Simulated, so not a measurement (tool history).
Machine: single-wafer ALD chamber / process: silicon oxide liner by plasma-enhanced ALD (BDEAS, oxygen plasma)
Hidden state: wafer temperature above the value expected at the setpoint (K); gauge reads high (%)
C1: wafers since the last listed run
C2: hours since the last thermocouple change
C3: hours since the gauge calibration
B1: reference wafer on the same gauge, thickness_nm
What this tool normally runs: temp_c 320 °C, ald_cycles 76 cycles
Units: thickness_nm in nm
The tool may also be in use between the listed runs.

run 1 hour=0.0 | temp_c=328 ald_cycles=76 | C1=0 C2=1408.2 C3=59.9 | B1=7.690 | thickness_nm=7.020
run 2 hour=14.7 | temp_c=328 ald_cycles=76 | C1=59 C2=1422.9 C3=74.6 | B1=7.675 | thickness_nm=7.023
run 3 hour=27.2 | temp_c=314 ald_cycles=76 | C1=50 C2=1435.4 C3=87.1 | B1=7.675 | thickness_nm=7.200
run 4 hour=39.3 | temp_c=314 ald_cycles=76 | C1=49 C2=1447.5 C3=99.2 | B1=7.666 | thickness_nm=7.172
run 5 hour=57.2 | temp_c=314 ald_cycles=76 | C1=72 C2=1465.4 C3=117.1 | B1=7.655 | thickness_nm=7.169
run 6 hour=69.4 | temp_c=320 ald_cycles=86 | C1=49 C2=1477.6 C3=129.3 | B1=7.650 | thickness_nm=8.041
run 7 hour=87.4 | temp_c=320 ald_cycles=85 | C1=73 C2=1495.6 C3=147.3 | B1=7.650 | thickness_nm=7.962
run 8 hour=97.6 | temp_c=320 ald_cycles=85 | C1=41 C2=1505.8 C3=157.5 | B1=7.654 | thickness_nm=7.907
run 9 hour=114.4 | temp_c=329 ald_cycles=76 | C1=68 C2=1522.6 C3=174.3 | B1=7.650 | thickness_nm=7.007
run 10 hour=127.2 | temp_c=329 ald_cycles=76 | C1=52 C2=1535.4 C3=187.1 | B1=7.643 | thickness_nm=7.001
run 11 hour=144.4 | temp_c=329 ald_cycles=76 | C1=69 C2=1552.6 C3=204.3 | B1=7.645 | thickness_nm=7.025
run 12 hour=150.9 | temp_c=320 ald_cycles=76 | C1=26 C2=1559.1 C3=210.8 | B1=7.644 | thickness_nm=7.068
run 13 hour=161.6 | temp_c=320 ald_cycles=76 | C1=43 C2=1569.8 C3=221.5 | B1=7.640 | thickness_nm=7.065
run 14 hour=172.4 | temp_c=313 ald_cycles=86 | C1=43 C2=1580.6 C3=232.3 | B1=7.638 | thickness_nm=8.129
run 15 hour=180.9 | temp_c=316 ald_cycles=76 | C1=34 C2=1589.1 C3=240.8 | B1=7.633 | thickness_nm=7.161
run 16 hour=194.2 | temp_c=320 ald_cycles=76 | C1=54 C2=1602.4 C3=254.1 | B1=7.639 | thickness_nm=7.081
run 17 hour=205.3 | temp_c=320 ald_cycles=76 | C1=45 C2=1613.5 C3=265.2 | B1=7.634 | thickness_nm=7.060
-- hour=206.0 gauge calibrated
run 18 hour=219.6 | temp_c=314 ald_cycles=76 | C1=58 C2=1627.8 C3=13.6 | B1=7.720 | thickness_nm=7.256
-- hour=237.1 thermocouple changed; heater temperature recalibrated
run 19 hour=237.6 | temp_c=332 ald_cycles=81 | C1=40 C2=0.5 C3=31.6 | B1=7.695 | thickness_nm=7.477
run 20 hour=246.6 | temp_c=320 ald_cycles=89 | C1=36 C2=9.5 C3=40.6 | B1=7.684 | thickness_nm=8.340
run 21 hour=256.7 | temp_c=306 ald_cycles=69 | C1=41 C2=19.6 C3=50.7 | B1=7.684 | thickness_nm=6.619
run 22 hour=265.3 | temp_c=331 ald_cycles=64 | C1=34 C2=28.2 C3=59.3 | B1=7.687 | thickness_nm=5.889
run 23 hour=275.3 | temp_c=328 ald_cycles=89 | C1=40 C2=38.2 C3=69.3 | B1=7.677 | thickness_nm=8.226
run 24 hour=292.3 | temp_c=329 ald_cycles=85 | C1=69 C2=55.2 C3=86.3 | B1=7.670 | thickness_nm=7.853
run 25 hour=302.4 | temp_c=320 ald_cycles=76 | C1=41 C2=65.3 C3=96.4 | B1=7.675 | thickness_nm=7.110

What if the next run were any one of these 5? Each begins from the tool's condition after run 25:
run A hour=302.9 | temp_c=320 ald_cycles=76 | C1=2 C2=65.8 C3=96.9 | B1=? | thickness_nm=?
run B hour=302.9 | temp_c=333 ald_cycles=80 | C1=2 C2=65.8 C3=96.9 | B1=? | thickness_nm=?
run C hour=302.9 | temp_c=327 ald_cycles=88 | C1=2 C2=65.8 C3=96.9 | B1=? | thickness_nm=?
run D hour=302.9 | temp_c=308 ald_cycles=90 | C1=2 C2=65.8 C3=96.9 | B1=? | thickness_nm=?
run E hour=302.9 | temp_c=316 ald_cycles=64 | C1=2 C2=65.8 C3=96.9 | B1=? | thickness_nm=?

run=A B1=7.670 thickness_nm=7.066
run=B B1=7.670 thickness_nm=7.279
run=C B1=7.670 thickness_nm=8.088
run=D B1=7.670 thickness_nm=8.532
run=E B1=7.670 thickness_nm=5.989
Take away the tool's hidden state, keep each run's random variation, and the runs would have read:
run=A thickness_nm=7.122
run=B thickness_nm=7.337
run=C thickness_nm=8.151
run=D thickness_nm=8.599
run=E thickness_nm=6.036
